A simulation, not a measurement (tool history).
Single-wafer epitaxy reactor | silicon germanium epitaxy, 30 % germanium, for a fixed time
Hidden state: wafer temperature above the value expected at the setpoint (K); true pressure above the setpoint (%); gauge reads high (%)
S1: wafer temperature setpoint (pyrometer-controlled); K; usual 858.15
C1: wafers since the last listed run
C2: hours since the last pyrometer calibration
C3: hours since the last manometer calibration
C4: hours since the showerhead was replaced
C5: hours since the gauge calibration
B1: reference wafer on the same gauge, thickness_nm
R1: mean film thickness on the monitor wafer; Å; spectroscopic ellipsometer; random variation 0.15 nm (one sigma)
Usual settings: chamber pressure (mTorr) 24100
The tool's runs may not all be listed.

run 1 day=0 | S1=858.15 chamber_pressure_(mTorr)=24100 | C1=0 C2=1665.1 C3=1222.1 C4=3515.2 C5=914.1 | B1=45.564 | R1=450.94
run 2 day=1.058 | S1=858.15 chamber_pressure_(mTorr)=24100 | C1=414 C2=1690.5 C3=1247.5 C4=3540.6 C5=939.5 | B1=45.623 | R1=450.92
run 3 day=3.3 | S1=858.15 chamber_pressure_(mTorr)=27600 | C1=877 C2=1744.3 C3=1301.3 C4=3594.4 C5=993.3 | B1=45.633 | R1=473.75
run 4 day=4.417 | S1=858.15 chamber_pressure_(mTorr)=24100 | C1=437 C2=1771.1 C3=1328.1 C4=3621.2 C5=1020.1 | B1=45.667 | R1=447.69
run 5 day=6.7 | S1=858.15 chamber_pressure_(mTorr)=24100 | C1=893 C2=1825.9 C3=1382.9 C4=3676 C5=1074.9 | B1=45.68 | R1=450.65
run 6 day=9.088 | S1=858.15 chamber_pressure_(mTorr)=24100 | C1=934 C2=1883.2 C3=1440.2 C4=3733.3 C5=1132.2 | B1=45.67 | R1=451.89
run 7 day=10.379 | S1=858.15 chamber_pressure_(mTorr)=24100 | C1=505 C2=1914.2 C3=1471.2 C4=3764.3 C5=1163.2 | B1=45.601 | R1=449.74
run 8 day=12.704 | S1=858.15 chamber_pressure_(mTorr)=24100 | C1=910 C2=1970 C3=1527 C4=3820.1 C5=1219 | B1=45.65 | R1=450.05
-- day=13.167 gauge calibrated
-- day=15.092 showerhead replaced
run 9 day=15.112 | S1=858.15 chamber_pressure_(mTorr)=24100 | C1=812 C2=2027.8 C3=1584.8 C4=0.5 C5=46.7 | B1=44.409 | R1=439.63
run 10 day=17.729 | S1=858.15 chamber_pressure_(mTorr)=24100 | C1=1024 C2=2090.6 C3=1647.6 C4=63.3 C5=109.5 | B1=44.507 | R1=437.92
-- day=18.271 pyrometer calibrated
run 11 day=20.288 | S1=858.15 chamber_pressure_(mTorr)=24100 | C1=871 C2=48.4 C3=1709 C4=124.7 C5=170.9 | B1=44.683 | R1=442.08
run 12 day=21.542 | S1=858.15 chamber_pressure_(mTorr)=24100 | C1=491 C2=78.5 C3=1739.1 C4=154.8 C5=201 | B1=44.701 | R1=441.08
run 13 day=23.446 | S1=868.15 chamber_pressure_(mTorr)=22200 | C1=745 C2=124.2 C3=1784.8 C4=200.5 C5=246.7 | B1=44.809 | R1=524.21
run 14 day=26.425 | S1=868.15 chamber_pressure_(mTorr)=22200 | C1=1166 C2=195.7 C3=1856.3 C4=272 C5=318.2 | B1=44.924 | R1=525.08
run 15 day=29.375 | S1=851.15 chamber_pressure_(mTorr)=29700 | C1=1154 C2=266.5 C3=1927.1 C4=342.8 C5=389 | B1=45.062 | R1=419.72
run 16 day=31.133 | S1=858.15 chamber_pressure_(mTorr)=24100 | C1=688 C2=308.7 C3=1969.3 C4=385 C5=431.2 | B1=45.123 | R1=445.48
run 17 day=33.346 | S1=844.15 chamber_pressure_(mTorr)=26600 | C1=866 C2=361.8 C3=2022.4 C4=438.1 C5=484.3 | B1=45.167 | R1=347.22
run 18 day=34.517 | S1=858.15 chamber_pressure_(mTorr)=24100 | C1=458 C2=389.9 C3=2050.5 C4=466.2 C5=512.4 | B1=45.277 | R1=445.92
run 19 day=37.283 | S1=872.15 chamber_pressure_(mTorr)=21700 | C1=1083 C2=456.3 C3=2116.9 C4=532.6 C5=578.8 | B1=45.326 | R1=564.06
run 20 day=38.971 | S1=858.15 chamber_pressure_(mTorr)=24100 | C1=660 C2=496.8 C3=2157.4 C4=573.1 C5=619.3 | B1=45.352 | R1=446.21
run 21 day=41.879 | S1=852.15 chamber_pressure_(mTorr)=28600 | C1=1138 C2=566.6 C3=2227.2 C4=642.9 C5=689.1 | B1=45.397 | R1=424.31
run 22 day=43.021 | S1=848.15 chamber_pressure_(mTorr)=26500 | C1=446 C2=594 C3=2254.6 C4=670.3 C5=716.5 | B1=45.424 | R1=375.94
run 23 day=45.896 | S1=844.15 chamber_pressure_(mTorr)=22500 | C1=1125 C2=663 C3=2323.6 C4=739.3 C5=785.5 | B1=45.485 | R1=322.54

The next listed run, before its measurement:
-- day=46.304 capacitance manometer re-zeroed and calibrated
run 24 day=48.875 | S1=867.15 chamber_pressure_(mTorr)=25800 | C1=1035 C2=734.5 C3=61.7 C4=810.8 C5=857 | B1=? | R1=?

Run 24 gave B1 45.401, R1 558.66 Å.
Without the tool's hidden state the same run would have given R1 544.4 Å.
